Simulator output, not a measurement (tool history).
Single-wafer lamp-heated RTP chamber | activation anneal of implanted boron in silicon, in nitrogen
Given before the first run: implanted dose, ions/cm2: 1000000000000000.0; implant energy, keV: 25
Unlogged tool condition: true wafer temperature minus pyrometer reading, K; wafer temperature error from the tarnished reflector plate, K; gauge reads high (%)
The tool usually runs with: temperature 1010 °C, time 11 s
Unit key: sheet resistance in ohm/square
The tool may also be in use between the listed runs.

| run | hour | temperature | time | wafers since the last listed run | wafers since the last pyrometer calibration | wafers since the reflector plate was cleaned | hours since the gauge calibration | read-back reference wafer on the same gauge, sheet resistance | sheet resistance |
|---|---|---|---|---|---|---|---|---|---|
| 1 | 0.0 | 1010 | 11 | 0 | 633 | 1302 | 647.6 | 103.67 | 115.23 |
| 2 | 38.3 | 1010 | 11 | 622 | 1255 | 1924 | 685.9 | 103.68 | 114.66 |
| 3 | 103.7 | 1010 | 11 | 1062 | 2317 | 2987 | 751.3 | 103.48 | 114.12 |
| 4 | 160.1 | 1028 | 11 | 916 | 3233 | 3903 | 807.7 | 103.57 | 111.65 |
| 5 | 219.0 | 1028 | 11 | 956 | 4190 | 4859 | 866.6 | 103.48 | 112.71 |
| 6 | 254.0 | 1028 | 11 | 568 | 4759 | 5428 | 901.6 | 103.40 | 111.45 |
| 7 | 293.3 | 1010 | 11 | 638 | 5397 | 6066 | 940.9 | 103.38 | 114.40 |
| 8 | 325.2 | 1010 | 11 | 518 | 5915 | 6584 | 972.8 | 103.32 | 113.92 |
| 9 | 372.6 | 1010 | 15 | 769 | 6685 | 7354 | 1020.2 | 103.31 | 113.24 |
| 10 | 436.5 | 1010 | 15 | 1037 | 7723 | 8392 | 1084.1 | 103.23 | 113.97 |
|  | 484.3 | pyrometer window cleaned and pyrometer calibrated |
| 11 | 495.4 | 1010 | 15 | 826 | 180 | 9219 | 1143.0 | 103.08 | 113.88 |
|  | 661.9 | gauge calibrated |
| 12 | 701.4 | 991 | 8 | 3345 | 3526 | 12564 | 39.5 | 104.14 | 123.34 |
| 13 | 751.7 | 1036 | 16 | 816 | 4343 | 13381 | 89.8 | 104.13 | 111.56 |
| 14 | 799.5 | 1010 | 9 | 776 | 5119 | 14158 | 137.6 | 104.14 | 115.13 |
|  | 901.5 | reflector plate cleaned |
| 15 | 926.7 | 1027 | 11 | 1936 | 7055 | 409 | 264.8 | 104.14 | 113.12 |
| 16 | 953.0 | 1030 | 11 | 427 | 7482 | 836 | 291.1 | 104.16 | 112.17 |
| 17 | 996.7 | 1037 | 14 | 709 | 8192 | 1546 | 334.8 | 104.11 | 112.03 |
| 18 | 1068.7 | 990 | 7 | 1169 | 9361 | 2715 | 406.8 | 104.17 | 124.06 |
|  | 1090.7 | pyrometer window cleaned and pyrometer calibrated |
| 19 | 1112.4 | 1010 | 15 | 579 | 352 | 3295 | 450.5 | 104.05 | 114.55 |
| 20 | 1183.8 | 1010 | 11 | 1159 | 1512 | 4455 | 521.9 | 103.99 | 114.91 |
| 21 | 1209.8 | 1023 | 8 | 422 | 1934 | 4877 | 547.9 | 103.98 | 113.65 |
| 22 | 1270.1 | 994 | 13 | 979 | 2914 | 5857 | 608.2 | 103.89 | 119.07 |
| 23 | 1303.7 | 989 | 5 | 545 | 3460 | 6402 | 641.8 | 103.97 | 125.24 |
| 24 | 1334.8 | 990 | 7 | 505 | 3965 | 6907 | 672.9 | 103.85 | 123.63 |
| 25 | 1368.3 | 1025 | 15 | 544 | 4509 | 7452 | 706.4 | 103.86 | 112.31 |
| 26 | 1395.5 | 1010 | 7 | 441 | 4951 | 7893 | 733.6 | 103.87 | 116.13 |
| 27 | 1436.7 | 1010 | 11 | 669 | 5620 | 8562 | 774.8 | 103.89 | 114.95 |
| 28 | 1477.9 | 1002 | 5 | 669 | 6289 | 9232 | 816.0 | 103.78 | 118.92 |
| 29 | 1517.6 | 1024 | 11 | 644 | 6934 | 9876 | 855.7 | 103.76 | 112.84 |
| 30 | 1564.8 | 1001 | 6 | 766 | 7700 | 10643 | 902.9 | 103.77 | 118.43 |
|  | 1595.8 | pyrometer window cleaned and pyrometer calibrated |
| 31 | 1633.8 | 1010 | 11 | 990 | 616 | 11634 | 971.9 | 103.72 | 114.80 |
| 32 | 1686.4 | 1010 | 11 | 854 | 1470 | 12488 | 1024.5 | 103.54 | 114.02 |
| 33 | 1727.0 | 1010 | 11 | 659 | 2130 | 13148 | 1065.1 | 103.59 | 114.86 |
| 34 | 1767.4 | 997 | 6 | 656 | 2786 | 13804 | 1105.5 | 103.48 | 119.82 |
| 35 | 1830.6 | 1000 | 15 | 1026 | 3812 | 14830 | 1168.7 | 103.42 | 115.92 |
|  | 1862.8 | reflector plate cleaned |
| 36 | 1878.5 | 1010 | 14 | 648 | 4460 | 254 | 1216.6 | 103.35 | 113.45 |

Had the tool no unlogged condition, and each run kept its random variation, what would the results have been?
| run | sheet resistance |
|---|---|
| 1 | 115.61 |
| 2 | 115.06 |
| 3 | 114.58 |
| 4 | 112.16 |
| 5 | 113.28 |
| 6 | 112.06 |
| 7 | 115.07 |
| 8 | 114.62 |
| 9 | 114.00 |
| 10 | 114.82 |
| 11 | 114.80 |
| 12 | 123.14 |
| 13 | 111.38 |
| 14 | 114.95 |
| 15 | 112.98 |
| 16 | 112.03 |
| 17 | 111.91 |
| 18 | 123.97 |
| 19 | 114.48 |
| 20 | 114.89 |
| 21 | 113.64 |
| 22 | 119.12 |
| 23 | 125.31 |
| 24 | 123.73 |
| 25 | 112.43 |
| 26 | 116.28 |
| 27 | 115.13 |
| 28 | 119.15 |
| 29 | 113.10 |
| 30 | 118.75 |
| 31 | 115.20 |
| 32 | 114.48 |
| 33 | 115.38 |
| 34 | 120.42 |
| 35 | 116.60 |
| 36 | 114.17 |
